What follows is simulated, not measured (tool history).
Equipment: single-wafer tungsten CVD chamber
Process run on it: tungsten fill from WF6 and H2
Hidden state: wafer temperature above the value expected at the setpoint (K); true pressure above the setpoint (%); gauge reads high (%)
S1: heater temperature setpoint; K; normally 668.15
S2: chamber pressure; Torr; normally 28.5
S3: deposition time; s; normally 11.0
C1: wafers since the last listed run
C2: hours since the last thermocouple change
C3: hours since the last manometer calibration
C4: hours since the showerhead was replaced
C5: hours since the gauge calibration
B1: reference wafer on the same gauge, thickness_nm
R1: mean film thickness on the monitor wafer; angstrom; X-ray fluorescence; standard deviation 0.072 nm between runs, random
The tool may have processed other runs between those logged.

Run 1, hour 0.0: usual settings but S2 31.3 Torr; C1 0; C2 1197.1; C3 2299.9; C4 5759.3; C5 5.2; B1 33.290. Result: R1 276.21 angstrom.
Run 2, hour 27.6: usual settings but S2 31.3 Torr; C1 958; C2 1224.7; C3 2327.5; C4 5786.9; C5 32.8; B1 33.311. Result: R1 276.29 angstrom.
Run 3, hour 51.7: usual settings but S2 31.3 Torr; C1 836; C2 1248.8; C3 2351.6; C4 5811.0; C5 56.9; B1 33.300. Result: R1 275.44 angstrom.
Run 4, hour 77.0: usual settings but S2 30.1 Torr; C1 878; C2 1274.1; C3 2376.9; C4 5836.3; C5 82.2; B1 33.278. Result: R1 269.91 angstrom.
Run 5, hour 100.8: usual settings; C1 826; C2 1297.9; C3 2400.7; C4 5860.1; C5 106.0; B1 33.306. Result: R1 262.70 angstrom.
At hour 121.8: capacitance manometer re-zeroed and calibrated.
Run 6, hour 127.2: usual settings; C1 638; C2 1324.3; C3 5.4; C4 5886.5; C5 132.4; B1 33.308. Result: R1 261.97 angstrom.
Run 7, hour 140.9: usual settings; C1 475; C2 1338.0; C3 19.1; C4 5900.2; C5 146.1; B1 33.296. Result: R1 262.49 angstrom.
At hour 158.4: showerhead replaced.
At hour 159.0: thermocouple changed; heater temperature recalibrated.
Run 8, hour 159.8: usual settings but S1 673.15 K, S2 22.1 Torr, S3 9.8 s; C1 358; C2 0.8; C3 38.0; C4 1.4; C5 165.0; B1 33.304. Result: R1 242.43 angstrom.
Run 9, hour 209.3: usual settings but S1 682.15 K, S2 34.2 Torr, S3 9.7 s; C1 1718; C2 50.3; C3 87.5; C4 50.9; C5 214.5; B1 33.301. Result: R1 347.71 angstrom.
Run 10, hour 242.2: usual settings but S3 12.7 s; C1 1142; C2 83.2; C3 120.4; C4 83.8; C5 247.4; B1 33.304. Result: R1 327.72 angstrom.
At hour 257.2: gauge calibrated.
Run 11, hour 269.6: usual settings but S1 663.15 K; C1 951; C2 110.6; C3 147.8; C4 111.2; C5 12.4; B1 33.290. Result: R1 257.18 angstrom.
Run 12, hour 304.3: usual settings but S1 676.15 K; C1 1204; C2 145.3; C3 182.5; C4 145.9; C5 47.1; B1 33.295. Result: R1 321.82 angstrom.
Run 13, hour 322.0: usual settings; C1 614; C2 163.0; C3 200.2; C4 163.6; C5 64.8; B1 33.291. Result: R1 281.14 angstrom.
Run 14, hour 340.1: usual settings; C1 628; C2 181.1; C3 218.3; C4 181.7; C5 82.9; B1 33.279. Result: R1 279.75 angstrom.

3 options for the next run, each taken on its own from the tool as it stands now. Forecast them:
Run A, hour 340.5: usual settings; C1 13; C2 181.5; C3 218.7; C4 182.1; C5 83.3; B1 ?. Result: R1 ?.
Run B, hour 340.5: usual settings but S1 662.15 K, S2 22.2 Torr, S3 8.9 s; C1 13; C2 181.5; C3 218.7; C4 182.1; C5 83.3; B1 ?. Result: R1 ?.
Run C, hour 340.5: usual settings but S1 674.15 K, S3 12.8 s; C1 13; C2 181.5; C3 218.7; C4 182.1; C5 83.3; B1 ?. Result: R1 ?.

run      B1      R1
  A  33.303  278.60
  B  33.303  176.91
  C  33.303  359.89
With no hidden state in the tool, these same runs would have given:
run      R1
  A  287.63
  B  182.88
  C  371.23
